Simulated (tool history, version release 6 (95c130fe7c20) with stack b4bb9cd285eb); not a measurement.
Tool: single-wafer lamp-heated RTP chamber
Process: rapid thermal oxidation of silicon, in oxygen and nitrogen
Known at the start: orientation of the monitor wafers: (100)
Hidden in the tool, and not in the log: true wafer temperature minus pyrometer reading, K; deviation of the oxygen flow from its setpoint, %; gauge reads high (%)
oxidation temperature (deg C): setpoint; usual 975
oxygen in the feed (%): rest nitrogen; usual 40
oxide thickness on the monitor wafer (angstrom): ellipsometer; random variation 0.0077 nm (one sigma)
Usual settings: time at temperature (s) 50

| run | hour | oxidation temperature (deg C) | time at temperature (s) | oxygen in the feed (%) | wafers since the last listed run | wafers since the last pyrometer calibration | hours since the oxygen flow controller was replaced | hours since the gauge calibration | read-back reference wafer on the same gauge, thickness | oxide thickness on the monitor wafer (angstrom) |
|---|---|---|---|---|---|---|---|---|---|---|
| 1 | 0.0 | 975 | 50 | 40 | 0 | 3761 | 4907.4 | 787.4 | 3.858 | 32.60 |
| 2 | 64.9 | 975 | 50 | 40 | 885 | 4646 | 4972.3 | 852.3 | 3.862 | 32.78 |
| 3 | 123.4 | 997 | 50 | 40 | 797 | 5444 | 5030.8 | 910.8 | 3.860 | 37.64 |
| 4 | 173.4 | 985 | 30 | 40 | 682 | 6126 | 5080.8 | 960.8 | 3.860 | 29.28 |
| 5 | 243.5 | 985 | 30 | 40 | 956 | 7082 | 5150.9 | 1030.9 | 3.860 | 29.47 |
| 6 | 288.8 | 998 | 50 | 40 | 617 | 7700 | 5196.2 | 1076.2 | 3.861 | 38.54 |
|  | 313.3 | pyrometer window cleaned and pyrometer calibrated |
| 7 | 347.5 | 983 | 50 | 40 | 691 | 466 | 5254.9 | 1134.9 | 3.856 | 34.00 |
| 8 | 455.2 | 983 | 50 | 40 | 1469 | 1935 | 5362.6 | 1242.6 | 3.866 | 34.08 |
| 9 | 497.7 | 975 | 50 | 40 | 579 | 2515 | 5405.1 | 1285.1 | 3.855 | 32.43 |
| 10 | 563.6 | 975 | 50 | 40 | 898 | 3414 | 5471.0 | 1351.0 | 3.855 | 32.54 |
| 11 | 609.8 | 975 | 50 | 40 | 630 | 4044 | 5517.2 | 1397.2 | 3.860 | 32.60 |
|  | 654.6 | gauge calibrated |
| 12 | 656.2 | 975 | 33 | 40 | 632 | 4677 | 5563.6 | 1.6 | 3.866 | 28.63 |
| 13 | 699.9 | 975 | 33 | 40 | 596 | 5273 | 5607.3 | 45.3 | 3.862 | 28.55 |
| 14 | 735.9 | 975 | 33 | 40 | 491 | 5764 | 5643.3 | 81.3 | 3.859 | 28.56 |
| 15 | 802.1 | 975 | 50 | 40 | 902 | 6667 | 5709.5 | 147.5 | 3.861 | 33.11 |
| 16 | 843.8 | 946 | 64 | 62 | 568 | 7236 | 5751.2 | 189.2 | 3.860 | 34.24 |
| 17 | 885.1 | 975 | 50 | 22 | 563 | 7799 | 5792.5 | 230.5 | 3.858 | 28.77 |
|  | 952.4 | oxygen flow controller replaced |
| 18 | 952.9 | 1002 | 40 | 17 | 815 | 8615 | 0.5 | 298.3 | 3.862 | 29.24 |
|  | 989.6 | pyrometer window cleaned and pyrometer calibrated |
| 19 | 1003.5 | 992 | 42 | 40 | 581 | 189 | 51.1 | 348.9 | 3.856 | 33.55 |
| 20 | 1067.4 | 975 | 50 | 40 | 871 | 1060 | 115.0 | 412.8 | 3.862 | 32.25 |
| 21 | 1113.1 | 991 | 50 | 54 | 623 | 1684 | 160.7 | 458.5 | 3.859 | 39.22 |
| 22 | 1178.2 | 975 | 27 | 57 | 887 | 2572 | 225.8 | 523.6 | 3.861 | 28.85 |
| 23 | 1236.3 | 975 | 50 | 17 | 792 | 3364 | 283.9 | 581.7 | 3.863 | 26.87 |
| 24 | 1276.1 | 962 | 50 | 27 | 542 | 3907 | 323.7 | 621.5 | 3.858 | 27.79 |
| 25 | 1483.6 | 975 | 74 | 40 | 2830 | 6737 | 531.2 | 829.0 | 3.858 | 38.43 |
| 26 | 1526.3 | 956 | 57 | 68 | 582 | 7320 | 573.9 | 871.7 | 3.857 | 36.05 |
| 27 | 1563.6 | 961 | 42 | 59 | 508 | 7829 | 611.2 | 909.0 | 3.858 | 31.98 |
| 28 | 1593.4 | 975 | 50 | 40 | 406 | 8235 | 641.0 | 938.8 | 3.857 | 33.48 |
|  | 1640.0 | pyrometer window cleaned and pyrometer calibrated |
| 29 | 1647.6 | 975 | 50 | 52 | 630 | 103 | 695.2 | 993.0 | 3.864 | 34.87 |
| 30 | 1701.4 | 947 | 50 | 40 | 733 | 836 | 749.0 | 1046.8 | 3.854 | 28.02 |
| 31 | 1727.4 | 948 | 50 | 31 | 354 | 1191 | 775.0 | 1072.8 | 3.858 | 26.71 |
| 32 | 1757.2 | 975 | 50 | 40 | 406 | 1598 | 804.8 | 1102.6 | 3.861 | 32.57 |
| 33 | 1784.3 | 975 | 50 | 40 | 369 | 1967 | 831.9 | 1129.7 | 3.860 | 32.60 |
| 34 | 1817.5 | 1000 | 60 | 65 | 452 | 2420 | 865.1 | 1162.9 | 3.862 | 48.28 |
| 35 | 1864.0 | 963 | 50 | 47 | 634 | 3054 | 911.6 | 1209.4 | 3.859 | 31.77 |
| 36 | 1907.7 | 963 | 50 | 47 | 596 | 3650 | 955.3 | 1253.1 | 3.862 | 31.97 |
|  | 1908.6 | gauge calibrated |
| 37 | 1970.7 | 975 | 31 | 40 | 859 | 4510 | 1018.3 | 62.1 | 3.863 | 28.16 |

5 ways to go on from here, each from the tool as it stands after run 37. What would each give?
| A | 1971.1 | 957 | 50 | 40 | 5 | 4515 | 1018.7 | 62.5 | ? | ? |
| B | 1971.1 | 999 | 64 | 67 | 5 | 4515 | 1018.7 | 62.5 | ? | ? |
| C | 1971.1 | 953 | 31 | 63 | 5 | 4515 | 1018.7 | 62.5 | ? | ? |
| D | 1971.1 | 995 | 50 | 40 | 5 | 4515 | 1018.7 | 62.5 | ? | ? |
| E | 1971.1 | 966 | 65 | 21 | 5 | 4515 | 1018.7 | 62.5 | ? | ? |

| run | read-back reference wafer on the same gauge, thickness | oxide thickness on the monitor wafer (angstrom) |
|---|---|---|
| A | 3.859 | 29.67 |
| B | 3.859 | 50.10 |
| C | 3.859 | 27.73 |
| D | 3.859 | 37.19 |
| E | 3.859 | 29.20 |
Without the tool's hidden state the same runs would have given:
| run | oxide thickness on the monitor wafer (angstrom) |
|---|---|
| A | 29.26 |
| B | 49.14 |
| C | 27.36 |
| D | 36.56 |
| E | 28.83 |
